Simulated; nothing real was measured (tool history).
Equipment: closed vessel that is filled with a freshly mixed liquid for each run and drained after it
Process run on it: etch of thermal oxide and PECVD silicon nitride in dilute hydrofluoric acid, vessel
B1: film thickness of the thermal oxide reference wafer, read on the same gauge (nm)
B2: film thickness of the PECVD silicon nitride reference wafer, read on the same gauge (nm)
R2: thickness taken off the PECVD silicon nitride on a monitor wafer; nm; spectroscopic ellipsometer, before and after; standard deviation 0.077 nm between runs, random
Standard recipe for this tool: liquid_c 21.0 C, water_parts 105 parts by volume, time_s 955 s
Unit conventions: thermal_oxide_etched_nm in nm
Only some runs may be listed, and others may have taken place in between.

run 1 hour=0.0 | liquid_c=18.0 water_parts=105 time_s=1205 | B1=50.01 B2=99.99 | thermal_oxide_etched_nm=36.43 R2=12.98
run 2 hour=40.6 | liquid_c=21.0 water_parts=105 time_s=955 | B1=50.00 B2=99.96 | thermal_oxide_etched_nm=32.43 R2=12.59
run 3 hour=69.2 | liquid_c=21.0 water_parts=105 time_s=955 | B1=50.04 B2=100.01 | thermal_oxide_etched_nm=32.49 R2=12.66
run 4 hour=136.6 | liquid_c=23.0 water_parts=105 time_s=955 | B1=49.97 B2=99.98 | thermal_oxide_etched_nm=35.31 R2=14.45
run 5 hour=182.5 | liquid_c=21.0 water_parts=105 time_s=955 | B1=50.03 B2=99.99 | thermal_oxide_etched_nm=31.97 R2=12.49
-- hour=244.4 hydrofluoric acid flow meter replaced
run 6 hour=249.3 | liquid_c=21.0 water_parts=105 time_s=955 | B1=50.02 B2=100.03 | thermal_oxide_etched_nm=29.98 R2=11.62
run 7 hour=307.4 | liquid_c=21.0 water_parts=80 time_s=955 | B1=49.97 B2=100.02 | thermal_oxide_etched_nm=39.70 R2=15.17
run 8 hour=355.8 | liquid_c=21.0 water_parts=80 time_s=955 | B1=50.01 B2=99.98 | thermal_oxide_etched_nm=40.03 R2=15.15
run 9 hour=396.8 | liquid_c=21.0 water_parts=105 time_s=955 | B1=50.03 B2=99.98 | thermal_oxide_etched_nm=29.77 R2=11.60
run 10 hour=443.3 | liquid_c=23.5 water_parts=130 time_s=690 | B1=50.01 B2=99.98 | thermal_oxide_etched_nm=18.43 R2=7.96
run 11 hour=471.8 | liquid_c=21.0 water_parts=145 time_s=955 | B1=50.05 B2=99.99 | thermal_oxide_etched_nm=20.30 R2=8.45
-- hour=489.3 thermometer replaced
-- hour=498.7 hydrofluoric acid flow meter replaced, repeated, since the last time left the tool worse
run 12 hour=512.5 | liquid_c=21.0 water_parts=105 time_s=955 | B1=49.98 B2=100.00 | thermal_oxide_etched_nm=35.49 R2=13.57
run 13 hour=546.4 | liquid_c=21.0 water_parts=105 time_s=955 | B1=50.00 B2=99.98 | thermal_oxide_etched_nm=35.62 R2=13.62
run 14 hour=571.0 | liquid_c=18.0 water_parts=105 time_s=1205 | B1=50.00 B2=100.01 | thermal_oxide_etched_nm=39.55 R2=13.98
run 15 hour=634.4 | liquid_c=21.0 water_parts=105 time_s=1255 | B1=49.98 B2=99.98 | thermal_oxide_etched_nm=47.06 R2=17.85
run 16 hour=678.4 | liquid_c=21.0 water_parts=105 time_s=440 | B1=50.00 B2=99.98 | thermal_oxide_etched_nm=16.16 R2=6.26
run 17 hour=704.3 | liquid_c=19.0 water_parts=60 time_s=955 | B1=50.01 B2=100.03 | thermal_oxide_etched_nm=59.74 R2=20.21
-- hour=719.3 gauge calibrated
run 18 hour=773.8 | liquid_c=19.5 water_parts=105 time_s=955 | B1=50.02 B2=100.00 | thermal_oxide_etched_nm=33.07 R2=12.14
run 19 hour=829.3 | liquid_c=21.0 water_parts=140 time_s=685 | B1=50.00 B2=100.00 | thermal_oxide_etched_nm=17.94 R2=7.31
run 20 hour=857.5 | liquid_c=17.0 water_parts=105 time_s=560 | B1=49.99 B2=100.01 | thermal_oxide_etched_nm=17.46 R2=5.92
run 21 hour=916.1 | liquid_c=21.0 water_parts=105 time_s=1140 | B1=50.00 B2=99.99 | thermal_oxide_etched_nm=41.30 R2=15.98
run 22 hour=964.8 | liquid_c=24.0 water_parts=60 time_s=1465 | B1=50.02 B2=100.00 | thermal_oxide_etched_nm=112.17 R2=43.48
run 23 hour=998.3 | liquid_c=23.0 water_parts=70 time_s=955 | B1=50.00 B2=99.98 | thermal_oxide_etched_nm=58.34 R2=22.97
run 24 hour=1049.7 | liquid_c=21.0 water_parts=105 time_s=955 | B1=49.99 B2=100.01 | thermal_oxide_etched_nm=34.42 R2=13.29
run 25 hour=1097.2 | liquid_c=21.0 water_parts=105 time_s=955 | B1=49.98 B2=100.01 | thermal_oxide_etched_nm=34.24 R2=13.46
run 26 hour=1127.9 | liquid_c=21.0 water_parts=55 time_s=955 | B1=50.01 B2=99.98 | thermal_oxide_etched_nm=69.78 R2=24.96

Here are 3 independent what-if runs from the current tool condition. What would each one return?
run A hour=1128.8 | liquid_c=21.0 water_parts=105 time_s=955 | B1=? B2=? | thermal_oxide_etched_nm=? R2=?
run B hour=1128.8 | liquid_c=17.5 water_parts=155 time_s=460 | B1=? B2=? | thermal_oxide_etched_nm=? R2=?
run C hour=1128.8 | liquid_c=22.5 water_parts=125 time_s=955 | B1=? B2=? | thermal_oxide_etched_nm=? R2=?

run=A B1=49.99 B2=100.04 thermal_oxide_etched_nm=34.21 R2=13.40
run=B B1=49.99 B2=100.04 thermal_oxide_etched_nm=9.18 R2=3.49
run=C B1=49.99 B2=100.04 thermal_oxide_etched_nm=29.80 R2=12.48
Had the tool no hidden state, the same runs would have come out as:
run=A thermal_oxide_etched_nm=35.30 R2=13.77
run=B thermal_oxide_etched_nm=9.48 R2=3.58
run=C thermal_oxide_etched_nm=30.78 R2=12.83
